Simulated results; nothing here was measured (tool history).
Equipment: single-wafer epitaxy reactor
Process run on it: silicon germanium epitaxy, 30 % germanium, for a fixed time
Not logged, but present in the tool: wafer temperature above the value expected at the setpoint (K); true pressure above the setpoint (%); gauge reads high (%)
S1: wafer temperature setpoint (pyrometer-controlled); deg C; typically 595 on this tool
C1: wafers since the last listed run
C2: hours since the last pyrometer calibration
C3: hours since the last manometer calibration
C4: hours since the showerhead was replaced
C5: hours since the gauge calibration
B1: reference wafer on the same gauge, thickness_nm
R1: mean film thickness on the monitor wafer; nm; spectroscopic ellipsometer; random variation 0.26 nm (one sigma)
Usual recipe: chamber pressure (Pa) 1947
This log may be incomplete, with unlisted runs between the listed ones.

Run 1, day 0.000: usual settings; C1 0; C2 671.9; C3 427.3; C4 3116.8; C5 941.9; B1 48.846. Result: R1 50.881 nm.
Run 2, day 1.529: usual settings; C1 562; C2 708.6; C3 464.0; C4 3153.5; C5 978.6; B1 48.806. Result: R1 51.337 nm.
Run 3, day 3.583: usual settings; C1 756; C2 757.9; C3 513.3; C4 3202.8; C5 1027.9; B1 48.796. Result: R1 50.457 nm.
At day 5.721: pyrometer calibrated.
Run 4, day 5.742: usual settings; C1 671; C2 0.5; C3 565.1; C4 3254.6; C5 1079.7; B1 48.941. Result: R1 50.597 nm.
Run 5, day 6.721: usual settings but S1 586 deg C; C1 360; C2 24.0; C3 588.6; C4 3278.1; C5 1103.2; B1 48.861. Result: R1 42.495 nm.
Run 6, day 8.283: usual settings but S1 591 deg C; C1 575; C2 61.5; C3 626.1; C4 3315.6; C5 1140.7; B1 48.954. Result: R1 46.692 nm.
Run 7, day 10.475: usual settings but S1 591 deg C; C1 806; C2 114.1; C3 678.7; C4 3368.2; C5 1193.3; B1 48.903. Result: R1 46.460 nm.
Run 8, day 18.650: usual settings but S1 587 deg C; C1 3009; C2 310.3; C3 874.9; C4 3564.4; C5 1389.5; B1 48.973. Result: R1 42.658 nm.
Run 9, day 20.800: usual settings but S1 587 deg C; C1 791; C2 361.9; C3 926.5; C4 3616.0; C5 1441.1; B1 48.981. Result: R1 42.578 nm.
Run 10, day 23.462: usual settings but S1 587 deg C; C1 980; C2 425.8; C3 990.4; C4 3679.9; C5 1505.0; B1 48.956. Result: R1 42.534 nm.
Run 11, day 25.483: usual settings but S1 599 deg C; C1 743; C2 474.3; C3 1038.9; C4 3728.4; C5 1553.5; B1 48.926. Result: R1 55.412 nm.
At day 26.946: capacitance manometer re-zeroed and calibrated.
At day 27.692: gauge calibrated.
Run 12, day 31.167: usual settings; C1 1969; C2 610.7; C3 101.3; C4 3864.8; C5 83.4; B1 48.817. Result: R1 50.944 nm.
Run 13, day 32.246: usual settings; C1 397; C2 636.6; C3 127.2; C4 3890.7; C5 109.3; B1 48.781. Result: R1 50.718 nm.
Run 14, day 34.379: usual settings; C1 785; C2 687.8; C3 178.4; C4 3941.9; C5 160.5; B1 48.881. Result: R1 50.595 nm.
Run 15, day 36.042: usual settings; C1 611; C2 727.7; C3 218.3; C4 3981.8; C5 200.4; B1 48.919. Result: R1 51.095 nm.
Run 16, day 38.658: usual settings; C1 963; C2 790.5; C3 281.1; C4 4044.6; C5 263.2; B1 48.857. Result: R1 51.138 nm.
At day 39.575: pyrometer calibrated.
Run 17, day 41.496: usual settings but S1 584 deg C, chamber pressure (Pa) 1800; C1 921; C2 46.1; C3 349.2; C4 4112.7; C5 331.3; B1 48.929. Result: R1 38.948 nm.
Run 18, day 42.725: usual settings but S1 581 deg C, chamber pressure (Pa) 1680; C1 452; C2 75.6; C3 378.7; C4 4142.2; C5 360.8; B1 48.920. Result: R1 35.796 nm.
Run 19, day 45.712: usual settings but S1 590 deg C, chamber pressure (Pa) 1533; C1 1099; C2 147.3; C3 450.4; C4 4213.9; C5 432.5; B1 48.871. Result: R1 42.637 nm.
Run 20, day 46.788: usual settings but S1 581 deg C, chamber pressure (Pa) 1680; C1 395; C2 173.1; C3 476.2; C4 4239.7; C5 458.3; B1 48.938. Result: R1 35.969 nm.
At day 49.579: showerhead replaced.
Run 21, day 49.600: usual settings but S1 604 deg C, chamber pressure (Pa) 1467; C1 912; C2 240.6; C3 543.7; C4 0.5; C5 525.8; B1 48.989. Result: R1 55.917 nm.
Run 22, day 50.550: usual settings but S1 609 deg C, chamber pressure (Pa) 2186; C1 349; C2 263.4; C3 566.5; C4 23.3; C5 548.6; B1 48.827. Result: R1 70.170 nm.
Run 23, day 52.696: usual settings but S1 587 deg C, chamber pressure (Pa) 1693; C1 789; C2 314.9; C3 618.0; C4 74.8; C5 600.1; B1 48.975. Result: R1 40.908 nm.
Run 24, day 55.446: usual settings; C1 1012; C2 380.9; C3 684.0; C4 140.8; C5 666.1; B1 48.950. Result: R1 51.053 nm.
Run 25, day 56.638: usual settings but S1 606 deg C, chamber pressure (Pa) 1480; C1 438; C2 409.5; C3 712.6; C4 169.4; C5 694.7; B1 48.843. Result: R1 58.927 nm.
Run 26, day 58.017: usual settings but S1 608 deg C, chamber pressure (Pa) 1573; C1 507; C2 442.6; C3 745.7; C4 202.5; C5 727.8; B1 48.877. Result: R1 62.425 nm.
Run 27, day 59.354: usual settings but S1 607 deg C, chamber pressure (Pa) 2186; C1 492; C2 474.7; C3 777.8; C4 234.6; C5 759.9; B1 48.874. Result: R1 66.776 nm.
Run 28, day 61.158: usual settings but S1 602 deg C, chamber pressure (Pa) 1787; C1 664; C2 518.0; C3 821.1; C4 277.9; C5 803.2; B1 49.049. Result: R1 57.080 nm.
Run 29, day 63.333: usual settings but S1 581 deg C, chamber pressure (Pa) 1680; C1 800; C2 570.2; C3 873.3; C4 330.1; C5 855.4; B1 48.874. Result: R1 36.164 nm.
Run 30, day 64.975: usual settings; C1 604; C2 609.6; C3 912.7; C4 369.5; C5 894.8; B1 48.812. Result: R1 51.070 nm.
Run 31, day 67.762: usual settings; C1 1026; C2 676.5; C3 979.6; C4 436.4; C5 961.7; B1 48.855. Result: R1 51.274 nm.
Run 32, day 70.238: usual settings but S1 585 deg C, chamber pressure (Pa) 2080; C1 911; C2 735.9; C3 1039.0; C4 495.8; C5 1021.1; B1 48.944. Result: R1 41.704 nm.
Run 33, day 71.838: usual settings but S1 604 deg C, chamber pressure (Pa) 2093; C1 588; C2 774.3; C3 1077.4; C4 534.2; C5 1059.5; B1 48.954. Result: R1 63.069 nm.
Run 34, day 74.517: usual settings but S1 603 deg C, chamber pressure (Pa) 1493; C1 986; C2 838.6; C3 1141.7; C4 598.5; C5 1123.8; B1 48.926. Result: R1 55.428 nm.
Run 35, day 76.038: usual settings but S1 601 deg C, chamber pressure (Pa) 1733; C1 559; C2 875.1; C3 1178.2; C4 635.0; C5 1160.3; B1 48.870. Result: R1 55.333 nm.

Below are 3 alternative next runs, each starting from the tool's condition after run 35. Predict each:
Run A, day 76.054: usual settings; C1 6; C2 875.5; C3 1178.6; C4 635.4; C5 1160.7; B1 ?. Result: R1 ?.
Run B, day 76.054: usual settings but S1 589 deg C, chamber pressure (Pa) 1480; C1 6; C2 875.5; C3 1178.6; C4 635.4; C5 1160.7; B1 ?. Result: R1 ?.
Run C, day 76.054: usual settings but S1 588 deg C, chamber pressure (Pa) 1613; C1 6; C2 875.5; C3 1178.6; C4 635.4; C5 1160.7; B1 ?. Result: R1 ?.

run      B1      R1
  A  48.815  50.717
  B  48.815  41.123
  C  48.815  41.282
Had the tool no hidden state, the same runs would have come out as:
run      R1
  A  50.717
  B  41.123
  C  41.282
